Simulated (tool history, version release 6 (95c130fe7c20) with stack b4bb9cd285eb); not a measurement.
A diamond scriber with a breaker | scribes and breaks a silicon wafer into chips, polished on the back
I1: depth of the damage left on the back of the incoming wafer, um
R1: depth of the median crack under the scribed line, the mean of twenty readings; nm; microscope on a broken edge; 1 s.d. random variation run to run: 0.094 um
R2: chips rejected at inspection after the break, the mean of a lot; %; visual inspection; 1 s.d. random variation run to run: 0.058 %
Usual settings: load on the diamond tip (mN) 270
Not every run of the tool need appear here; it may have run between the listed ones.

Run 1, day 0.000: usual settings but load on the diamond tip (mN) 220; I1 0.01. Result: R1 11690 nm, R2 1.78 %.
Run 2, day 0.262: usual settings but load on the diamond tip (mN) 220; I1 0.02. Result: R1 11940 nm, R2 1.88 %.
Run 3, day 0.638: usual settings; I1 0.03. Result: R1 13370 nm, R2 2.04 %.
Run 4, day 1.308: usual settings; I1 0.04. Result: R1 13440 nm, R2 2.08 %.
Run 5, day 1.721: usual settings; I1 0.04. Result: R1 13380 nm, R2 2.11 %.
Run 6, day 2.342: usual settings; I1 0.01. Result: R1 13450 nm, R2 2.15 %.
Run 7, day 3.012: usual settings; I1 0.01. Result: R1 13330 nm, R2 2.09 %.
Run 8, day 3.454: usual settings but load on the diamond tip (mN) 219; I1 0.01. Result: R1 11900 nm, R2 1.79 %.
Run 9, day 3.983: usual settings but load on the diamond tip (mN) 194; I1 0.01. Result: R1 11030 nm, R2 2.57 %.
Run 10, day 4.238: usual settings but load on the diamond tip (mN) 328; I1 0.03. Result: R1 15160 nm, R2 4.67 %.
Run 11, day 4.592: usual settings but load on the diamond tip (mN) 334; I1 0.03. Result: R1 15210 nm, R2 5.65 %.
At day 5.104: load on the tip recalibrated.
At day 6.588: diamond tip replaced by a new one.
Run 12, day 6.808: usual settings but load on the diamond tip (mN) 334; I1 0.01. Result: R1 14550 nm, R2 3.54 %.
Run 13, day 7.325: usual settings but load on the diamond tip (mN) 315; I1 0.02. Result: R1 13900 nm, R2 3.04 %.
Run 14, day 8.042: usual settings but load on the diamond tip (mN) 307; I1 0.02. Result: R1 13850 nm, R2 2.60 %.
Run 15, day 8.404: usual settings but load on the diamond tip (mN) 305; I1 0.04. Result: R1 13850 nm, R2 2.71 %.

For run 16, what comes out?
Run 16, day 9.133: usual settings but load on the diamond tip (mN) 222; I1 0.05. Result: R1 ?, R2 ?.

{"run 16": {"R1": 11580, "R2": 2.25}}
With no hidden state in the tool, this same run would have given R1 11130 nm, R2 2.99 %.

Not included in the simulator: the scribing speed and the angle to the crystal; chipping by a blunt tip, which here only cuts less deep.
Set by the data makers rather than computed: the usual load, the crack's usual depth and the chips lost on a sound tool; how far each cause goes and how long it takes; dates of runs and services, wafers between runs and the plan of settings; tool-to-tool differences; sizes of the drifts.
